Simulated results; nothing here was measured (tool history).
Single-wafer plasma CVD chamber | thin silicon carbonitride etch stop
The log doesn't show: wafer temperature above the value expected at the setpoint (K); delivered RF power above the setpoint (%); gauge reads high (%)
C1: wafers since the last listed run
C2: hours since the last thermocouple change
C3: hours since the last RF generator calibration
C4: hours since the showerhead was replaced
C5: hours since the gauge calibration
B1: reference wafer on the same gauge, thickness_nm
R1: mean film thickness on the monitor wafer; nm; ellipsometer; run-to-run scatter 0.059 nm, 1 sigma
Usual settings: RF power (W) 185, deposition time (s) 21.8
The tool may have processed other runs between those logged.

Run 1, day 0.000: usual settings; C1 0; C2 1985.7; C3 1616.0; C4 6569.6; C5 641.1; B1 12.330. Result: R1 11.440 nm.
Run 2, day 1.175: usual settings but RF power (W) 200; C1 710; C2 2013.9; C3 1644.2; C4 6597.8; C5 669.3; B1 12.280. Result: R1 12.046 nm.
Run 3, day 2.938: usual settings but RF power (W) 200; C1 1065; C2 2056.2; C3 1686.5; C4 6640.1; C5 711.6; B1 12.300. Result: R1 11.989 nm.
Run 4, day 4.738: usual settings but deposition time (s) 23.5; C1 1088; C2 2099.4; C3 1729.7; C4 6683.3; C5 754.8; B1 12.321. Result: R1 12.286 nm.
Run 5, day 10.921: usual settings but RF power (W) 170; C1 3738; C2 2247.8; C3 1878.1; C4 6831.7; C5 903.2; B1 12.301. Result: R1 10.996 nm.
Run 6, day 12.979: usual settings; C1 1244; C2 2297.2; C3 1927.5; C4 6881.1; C5 952.6; B1 12.317. Result: R1 11.472 nm.
Run 7, day 14.025: usual settings; C1 632; C2 2322.3; C3 1952.6; C4 6906.2; C5 977.7; B1 12.316. Result: R1 11.557 nm.
Run 8, day 15.508: usual settings; C1 896; C2 2357.9; C3 1988.2; C4 6941.8; C5 1013.3; B1 12.270. Result: R1 11.483 nm.
Run 9, day 17.183: usual settings; C1 1012; C2 2398.1; C3 2028.4; C4 6982.0; C5 1053.5; B1 12.308. Result: R1 11.388 nm.
Run 10, day 18.212: usual settings; C1 622; C2 2422.8; C3 2053.1; C4 7006.7; C5 1078.2; B1 12.302. Result: R1 11.405 nm.
Run 11, day 19.658: usual settings; C1 874; C2 2457.5; C3 2087.8; C4 7041.4; C5 1112.9; B1 12.291. Result: R1 11.355 nm.
Run 12, day 20.712: usual settings; C1 637; C2 2482.8; C3 2113.1; C4 7066.7; C5 1138.2; B1 12.303. Result: R1 11.422 nm.
At day 21.579: thermocouple changed; heater temperature recalibrated.
Run 13, day 22.846: usual settings; C1 1088; C2 30.4; C3 2164.3; C4 7117.9; C5 1189.4; B1 12.297. Result: R1 11.340 nm.
Run 14, day 24.133: usual settings but RF power (W) 210; C1 778; C2 61.3; C3 2195.2; C4 7148.8; C5 1220.3; B1 12.302. Result: R1 12.150 nm.
Run 15, day 26.638: usual settings but RF power (W) 210; C1 1514; C2 121.4; C3 2255.3; C4 7208.9; C5 1280.4; B1 12.289. Result: R1 12.066 nm.
At day 27.704: showerhead replaced.
At day 28.358: gauge calibrated.
Run 16, day 29.517: usual settings but RF power (W) 205, deposition time (s) 24.3; C1 1539; C2 190.5; C3 2324.4; C4 43.5; C5 27.8; B1 12.280. Result: R1 13.130 nm.
Run 17, day 32.388: usual settings but deposition time (s) 17.7; C1 1735; C2 259.4; C3 2393.3; C4 112.4; C5 96.7; B1 12.317. Result: R1 9.151 nm.
At day 40.221: RF generator calibrated.
Run 18, day 40.242: usual settings but RF power (W) 175; C1 4547; C2 447.9; C3 0.5; C4 300.9; C5 285.2; B1 12.294. Result: R1 11.347 nm.
Run 19, day 45.188: usual settings; C1 2990; C2 566.6; C3 119.2; C4 419.6; C5 403.9; B1 12.279. Result: R1 11.683 nm.
Run 20, day 47.638: usual settings; C1 1481; C2 625.4; C3 178.0; C4 478.4; C5 462.7; B1 12.293. Result: R1 11.670 nm.
Run 21, day 50.067: usual settings; C1 1468; C2 683.7; C3 236.3; C4 536.7; C5 521.0; B1 12.291. Result: R1 11.619 nm.
Run 22, day 52.292: usual settings; C1 1345; C2 737.1; C3 289.7; C4 590.1; C5 574.4; B1 12.289. Result: R1 11.570 nm.
Run 23, day 54.258: usual settings but RF power (W) 210, deposition time (s) 23.3; C1 1189; C2 784.3; C3 336.9; C4 637.3; C5 621.6; B1 12.280. Result: R1 13.383 nm.
Run 24, day 56.729: usual settings but deposition time (s) 24.5; C1 1493; C2 843.6; C3 396.2; C4 696.6; C5 680.9; B1 12.306. Result: R1 13.178 nm.
Run 25, day 59.608: usual settings but RF power (W) 195, deposition time (s) 19.5; C1 1740; C2 912.7; C3 465.3; C4 765.7; C5 750.0; B1 12.315. Result: R1 10.791 nm.
Run 26, day 61.971: usual settings but RF power (W) 155, deposition time (s) 25.1; C1 1428; C2 969.4; C3 522.0; C4 822.4; C5 806.7; B1 12.291. Result: R1 12.151 nm.
Run 27, day 63.800: usual settings but RF power (W) 220, deposition time (s) 24.6; C1 1105; C2 1013.3; C3 565.9; C4 866.3; C5 850.6; B1 12.316. Result: R1 14.499 nm.
Run 28, day 66.450: usual settings but deposition time (s) 18.7; C1 1602; C2 1076.9; C3 629.5; C4 929.9; C5 914.2; B1 12.318. Result: R1 9.974 nm.
Run 29, day 68.117: usual settings but deposition time (s) 24.0; C1 1007; C2 1116.9; C3 669.5; C4 969.9; C5 954.2; B1 12.310. Result: R1 12.906 nm.
Run 30, day 69.833: usual settings; C1 1037; C2 1158.1; C3 710.7; C4 1011.1; C5 995.4; B1 12.260. Result: R1 11.673 nm.
Run 31, day 72.029: usual settings but RF power (W) 175, deposition time (s) 17.6; C1 1327; C2 1210.8; C3 763.4; C4 1063.8; C5 1048.1; B1 12.300. Result: R1 9.045 nm.
Run 32, day 74.421: usual settings but RF power (W) 200, deposition time (s) 20.3; C1 1445; C2 1268.2; C3 820.8; C4 1121.2; C5 1105.5; B1 12.318. Result: R1 11.170 nm.
Run 33, day 75.742: usual settings; C1 798; C2 1299.9; C3 852.5; C4 1152.9; C5 1137.2; B1 12.299. Result: R1 11.670 nm.
At day 75.904: gauge calibrated.
Run 34, day 82.646: usual settings but RF power (W) 200, deposition time (s) 23.8; C1 4174; C2 1465.6; C3 1018.2; C4 1318.6; C5 161.8; B1 12.295. Result: R1 13.230 nm.

Each row is a separate what-if for the run after 34, all from the same tool condition, not one after another. Results?
Run A, day 82.662: usual settings but deposition time (s) 24.8; C1 10; C2 1466.0; C3 1018.6; C4 1319.0; C5 162.2; B1 ?. Result: R1 ?.
Run B, day 82.662: usual settings but deposition time (s) 20.1; C1 10; C2 1466.0; C3 1018.6; C4 1319.0; C5 162.2; B1 ?. Result: R1 ?.
Run C, day 82.662: usual settings but deposition time (s) 25.1; C1 10; C2 1466.0; C3 1018.6; C4 1319.0; C5 162.2; B1 ?. Result: R1 ?.
Run D, day 82.662: usual settings but RF power (W) 215, deposition time (s) 25.8; C1 10; C2 1466.0; C3 1018.6; C4 1319.0; C5 162.2; B1 ?. Result: R1 ?.
Run E, day 82.662: usual settings but RF power (W) 165, deposition time (s) 25.6; C1 10; C2 1466.0; C3 1018.6; C4 1319.0; C5 162.2; B1 ?. Result: R1 ?.

run      B1      R1
  A  12.304  13.409
  B  12.304  10.868
  C  12.304  13.572
  D  12.304  15.007
  E  12.304  13.024
Stripped of hidden state, with their random variation kept, the same runs would have yielded:
run      R1
  A  13.559
  B  10.989
  C  13.723
  D  15.175
  E  13.169

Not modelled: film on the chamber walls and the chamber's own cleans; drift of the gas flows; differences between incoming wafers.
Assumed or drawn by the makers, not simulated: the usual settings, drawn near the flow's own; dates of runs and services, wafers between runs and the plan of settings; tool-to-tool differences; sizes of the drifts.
